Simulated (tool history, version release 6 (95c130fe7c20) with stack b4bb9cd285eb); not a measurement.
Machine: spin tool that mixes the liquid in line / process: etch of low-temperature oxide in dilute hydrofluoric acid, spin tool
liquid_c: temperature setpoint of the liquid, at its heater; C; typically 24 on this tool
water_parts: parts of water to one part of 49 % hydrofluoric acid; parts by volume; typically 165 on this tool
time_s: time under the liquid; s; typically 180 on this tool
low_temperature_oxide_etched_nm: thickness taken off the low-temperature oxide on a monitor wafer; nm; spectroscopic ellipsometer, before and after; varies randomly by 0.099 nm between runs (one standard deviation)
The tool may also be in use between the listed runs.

run	hour	liquid_c	water_parts	time_s	read-back film thickness of the low-temperature oxide reference wafer, read on the same gauge (nm)	low_temperature_oxide_etched_nm
1	0	24	165	180	139.98	14.88
# hour 39.7: thermometer replaced
2	44.3	24	165	180	140.02	15.97
3	119.4	24	165	180	140.01	15.98
4	183.7	24	165	180	140.03	15.81
5	306.8	24	165	180	139.99	15.57
6	411.1	24	140	180	140	18.57
7	456	24	165	180	139.99	15.41
8	498.1	24	165	180	140.05	15.38
# hour 564.3: hydrofluoric acid flow meter replaced
9	716.1	24	165	180	140.03	15.08
# hour 744.1: thermometer replaced
10	773.9	20	110	115	139.99	13.87
11	858.3	24	165	95	139.98	8.38
# hour 880.9: gauge calibrated
12	928.3	20.5	165	120	140.02	9.16
13	984.1	24	165	180	140.02	15.8
14	1076.8	24	165	180	140.03	15.55
15	1146.6	25.5	215	125	139.97	8.24
16	1184.9	24	100	180	139.97	27.1
17	1224.6	24	105	180	139.96	25.59

Predict each of these 4 candidate next runs independently; none follows another, all start after run 17:
A	1225.1	24	165	240	?	?
B	1225.1	29	165	220	?	?
C	1225.1	24	165	80	?	?
D	1225.1	26.5	100	260	?	?

run	read-back film thickness of the low-temperature oxide reference wafer, read on the same gauge (nm)	low_temperature_oxide_etched_nm
A	140	20.57
B	140	22.73
C	140	6.86
D	140	43.72
Without the tool's hidden state the same runs would have given:
run	low_temperature_oxide_etched_nm
A	21.51
B	23.71
C	7.17
D	45.76

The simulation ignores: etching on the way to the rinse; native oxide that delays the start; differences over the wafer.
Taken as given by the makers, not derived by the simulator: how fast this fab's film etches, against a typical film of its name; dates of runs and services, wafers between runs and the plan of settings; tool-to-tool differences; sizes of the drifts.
